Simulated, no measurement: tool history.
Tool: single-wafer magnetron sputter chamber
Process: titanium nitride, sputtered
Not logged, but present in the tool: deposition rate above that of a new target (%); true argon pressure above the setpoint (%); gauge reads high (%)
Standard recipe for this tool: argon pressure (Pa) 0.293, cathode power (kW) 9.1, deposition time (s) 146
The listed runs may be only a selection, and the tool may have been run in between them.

run	hour	argon pressure (Pa)	cathode power (kW)	deposition time (s)	wafers since the last listed run	wafers on the sputter target	hours since the last manometer calibration	hours since the magnet pack was replaced	hours since the gauge calibration	read-back reference wafer on the same gauge, thickness_nm	mean film thickness on the monitor wafer (nm)
1	0	0.384	9.1	146	0	4326	1805	7376.1	654.3	250.352	238.307
2	31.4	0.384	9.1	146	261	4587	1836.4	7407.5	685.7	249.93	239.81
3	68.6	0.293	9.1	146	309	4897	1873.6	7444.7	722.9	249.435	244.953
4	124.1	0.293	9.1	146	461	5359	1929.1	7500.2	778.4	248.566	244.595
5	154.3	0.293	9.1	146	251	5610	1959.3	7530.4	808.6	248.312	244.116
6	188.8	0.293	9.1	146	287	5897	1993.8	7564.9	843.1	247.596	242.056
7	224.9	0.293	9.1	146	300	6197	2029.9	7601	879.2	246.858	241.742
8	267.2	0.268	9.1	146	351	6549	2072.2	7643.3	921.5	246.097	243.115
# hour 281.7: magnet pack replaced
9	297.4	0.268	9.1	146	184	6734	2102.4	15.7	951.7	245.095	242.577
# hour 341: gauge calibrated
10	369.3	0.35	9.85	169	598	7332	2174.3	87.6	28.3	254.588	310.077
# hour 399.6: sputter target and shields replaced
11	431.3	0.293	9.1	146	449	263	2236.3	149.6	90.3	254.721	249.65
12	470.6	0.293	9.1	146	327	590	2275.6	188.9	129.6	254.525	250.397
# hour 518.7: capacitance manometer re-zeroed and calibrated
13	540	0.409	8	170	510	1101	21.3	258.3	199	254.416	246.369
14	587.6	0.221	9.1	146	396	1497	68.9	305.9	246.6	254.332	254.842
15	641.2	0.293	6.9	173	446	1943	122.5	359.5	300.2	253.719	222.314
16	705.4	0.293	11.25	146	534	2478	186.7	423.7	364.4	253.454	308.265
17	738.2	0.245	9.1	146	272	2751	219.5	456.5	397.2	252.964	253.512
18	784.3	0.23	9.1	146	383	3134	265.6	502.6	443.3	252.763	254.498

5 options for the next run, each taken on its own from the tool as it stands now. Forecast them:
A	784.7	0.293	9.1	146	3	3138	266	503	443.7	?	?
B	784.7	0.293	9.1	168	3	3138	266	503	443.7	?	?
C	784.7	0.2	10.75	118	3	3138	266	503	443.7	?	?
D	784.7	0.293	7.95	146	3	3138	266	503	443.7	?	?
E	784.7	0.229	7.35	146	3	3138	266	503	443.7	?	?

run	read-back reference wafer on the same gauge, thickness_nm	mean film thickness on the monitor wafer (nm)
A	252.817	248.691
B	252.817	286.165
C	252.817	245.147
D	252.817	217.263
E	252.817	205.321
With no hidden state in the tool, these same runs would have given:
run	mean film thickness on the monitor wafer (nm)
A	251.024
B	288.85
C	247.447
D	219.302
E	207.248

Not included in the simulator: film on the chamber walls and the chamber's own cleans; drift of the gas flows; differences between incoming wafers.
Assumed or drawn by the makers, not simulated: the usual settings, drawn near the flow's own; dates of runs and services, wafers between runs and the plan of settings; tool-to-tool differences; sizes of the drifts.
